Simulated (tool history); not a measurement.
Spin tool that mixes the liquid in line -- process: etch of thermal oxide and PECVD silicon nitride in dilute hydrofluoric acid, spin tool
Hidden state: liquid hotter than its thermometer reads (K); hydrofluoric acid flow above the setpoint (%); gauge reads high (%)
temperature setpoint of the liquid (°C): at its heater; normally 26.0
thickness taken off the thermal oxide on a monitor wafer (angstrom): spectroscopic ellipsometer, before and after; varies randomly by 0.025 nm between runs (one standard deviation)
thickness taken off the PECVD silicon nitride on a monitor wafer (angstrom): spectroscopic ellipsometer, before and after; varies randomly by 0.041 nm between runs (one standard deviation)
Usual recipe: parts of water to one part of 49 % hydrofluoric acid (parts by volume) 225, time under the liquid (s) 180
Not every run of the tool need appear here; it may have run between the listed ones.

| run | hour | temperature setpoint of the liquid (°C) | parts of water to one part of 49 % hydrofluoric acid (parts by volume) | time under the liquid (s) | wafers since the last listed run | hours since the thermometer was replaced | hours since the hydrofluoric acid flow meter was replaced | hours since the gauge calibration | read-back film thickness of the thermal oxide reference wafer, read on the same gauge (nm) | read-back film thickness of the PECVD silicon nitride reference wafer, read on the same gauge (nm) | thickness taken off the thermal oxide on a monitor wafer (angstrom) | thickness taken off the PECVD silicon nitride on a monitor wafer (angstrom) |
|---|---|---|---|---|---|---|---|---|---|---|---|---|
| 1 | 0.0 | 26.0 | 225 | 180 | 0 | 1123.5 | 1344.1 | 2826.5 | 30.012 | 99.982 | 37.40 | 37.55 |
| 2 | 91.7 | 26.0 | 225 | 180 | 576 | 1215.2 | 1435.8 | 2918.2 | 30.010 | 99.984 | 37.96 | 37.89 |
| 3 | 138.8 | 26.0 | 225 | 180 | 296 | 1262.3 | 1482.9 | 2965.3 | 29.963 | 100.031 | 37.89 | 38.36 |
|  | 184.2 | thermometer replaced |
| 4 | 186.3 | 29.5 | 325 | 255 | 292 | 2.1 | 1530.4 | 3012.8 | 29.999 | 99.999 | 37.14 | 45.02 |
| 5 | 252.8 | 26.0 | 225 | 180 | 417 | 68.6 | 1596.9 | 3079.3 | 30.014 | 100.042 | 37.89 | 37.94 |
| 6 | 300.4 | 30.0 | 325 | 220 | 299 | 116.2 | 1644.5 | 3126.9 | 30.009 | 100.023 | 33.30 | 41.19 |
| 7 | 604.2 | 26.0 | 260 | 105 | 1909 | 420.0 | 1948.3 | 3430.7 | 30.018 | 100.035 | 18.94 | 19.03 |
| 8 | 709.1 | 26.0 | 225 | 70 | 659 | 524.9 | 2053.2 | 3535.6 | 30.013 | 100.017 | 15.00 | 14.86 |
| 9 | 773.1 | 26.0 | 260 | 105 | 402 | 588.9 | 2117.2 | 3599.6 | 30.000 | 100.022 | 19.01 | 19.41 |
| 10 | 823.4 | 26.0 | 275 | 240 | 316 | 639.2 | 2167.5 | 3649.9 | 30.023 | 100.028 | 40.16 | 43.13 |
|  | 900.8 | hydrofluoric acid flow meter replaced |
| 11 | 915.6 | 26.0 | 275 | 180 | 573 | 731.4 | 14.8 | 3742.1 | 29.965 | 99.960 | 27.47 | 29.91 |
| 12 | 1003.6 | 26.0 | 225 | 140 | 553 | 819.4 | 102.8 | 3830.1 | 29.979 | 100.017 | 27.72 | 27.56 |
| 13 | 1052.4 | 21.0 | 290 | 135 | 306 | 868.2 | 151.6 | 3878.9 | 29.987 | 100.006 | 16.02 | 15.30 |
| 14 | 1092.0 | 26.0 | 225 | 180 | 248 | 907.8 | 191.2 | 3918.5 | 30.014 | 99.982 | 35.15 | 36.48 |
| 15 | 1164.8 | 29.0 | 225 | 180 | 457 | 980.6 | 264.0 | 3991.3 | 30.019 | 99.978 | 39.49 | 43.37 |
| 16 | 1234.3 | 26.0 | 225 | 180 | 436 | 1050.1 | 333.5 | 4060.8 | 30.006 | 99.999 | 36.16 | 35.45 |
|  | 1304.5 | gauge calibrated |
| 17 | 1549.3 | 26.0 | 275 | 225 | 1979 | 1365.1 | 648.5 | 244.8 | 29.985 | 99.955 | 35.43 | 37.28 |
|  | 1711.3 | thermometer replaced |
| 18 | 1809.9 | 26.0 | 225 | 180 | 1631 | 98.6 | 909.1 | 505.4 | 29.991 | 99.984 | 36.90 | 37.56 |
| 19 | 1877.8 | 26.0 | 225 | 95 | 426 | 166.5 | 977.0 | 573.3 | 30.010 | 99.984 | 19.57 | 19.56 |
| 20 | 1951.9 | 22.5 | 185 | 240 | 465 | 240.6 | 1051.1 | 647.4 | 29.998 | 99.996 | 54.94 | 48.02 |
| 21 | 1994.1 | 26.0 | 195 | 120 | 265 | 282.8 | 1093.3 | 689.6 | 30.008 | 99.996 | 29.54 | 28.98 |
| 22 | 2044.2 | 26.0 | 260 | 105 | 314 | 332.9 | 1143.4 | 739.7 | 30.010 | 100.023 | 18.26 | 18.50 |
| 23 | 2144.1 | 24.5 | 270 | 180 | 627 | 432.8 | 1243.3 | 839.6 | 29.961 | 100.048 | 28.52 | 28.51 |
| 24 | 2221.7 | 26.0 | 225 | 180 | 487 | 510.4 | 1320.9 | 917.2 | 30.047 | 100.049 | 37.67 | 37.49 |

Describe how what the log doesn't record of the tool's condition differs between the last listed run preceding each entry between runs and the first listed run following it.
After run 3, before run 4: thermometer replaced (hour 184.2)
  hydrofluoric acid flow above the setpoint (%): 6.04 -> 6.24
  the result without the hidden state subtracted from the measured one, thickness taken off the thermal oxide on a monitor wafer (angstrom): +2.66 -> +2.89; thickness taken off the PECVD silicon nitride on a monitor wafer (angstrom): +2.19 -> +2.71
After run 10, before run 11: hydrofluoric acid flow meter replaced (hour 900.8)
  hydrofluoric acid flow above the setpoint (%): 8.8 -> 0.916
  the result without the hidden state subtracted from the measured one, thickness taken off the thermal oxide on a monitor wafer (angstrom): +4.09 -> +0.32; thickness taken off the PECVD silicon nitride on a monitor wafer (angstrom): +3.50 -> +0.27
After run 16, before run 17: gauge calibrated (hour 1304.5)
  hydrofluoric acid flow above the setpoint (%): 2.2 -> 3.46
  the result without the hidden state subtracted from the measured one, thickness taken off the thermal oxide on a monitor wafer (angstrom): +0.96 -> +1.52; thickness taken off the PECVD silicon nitride on a monitor wafer (angstrom): +0.77 -> +1.25
After run 17, before run 18: thermometer replaced (hour 1711.3)
  hydrofluoric acid flow above the setpoint (%): 3.46 -> 4.51
  the result without the hidden state subtracted from the measured one, thickness taken off the thermal oxide on a monitor wafer (angstrom): +1.52 -> +1.97; thickness taken off the PECVD silicon nitride on a monitor wafer (angstrom): +1.25 -> +1.62

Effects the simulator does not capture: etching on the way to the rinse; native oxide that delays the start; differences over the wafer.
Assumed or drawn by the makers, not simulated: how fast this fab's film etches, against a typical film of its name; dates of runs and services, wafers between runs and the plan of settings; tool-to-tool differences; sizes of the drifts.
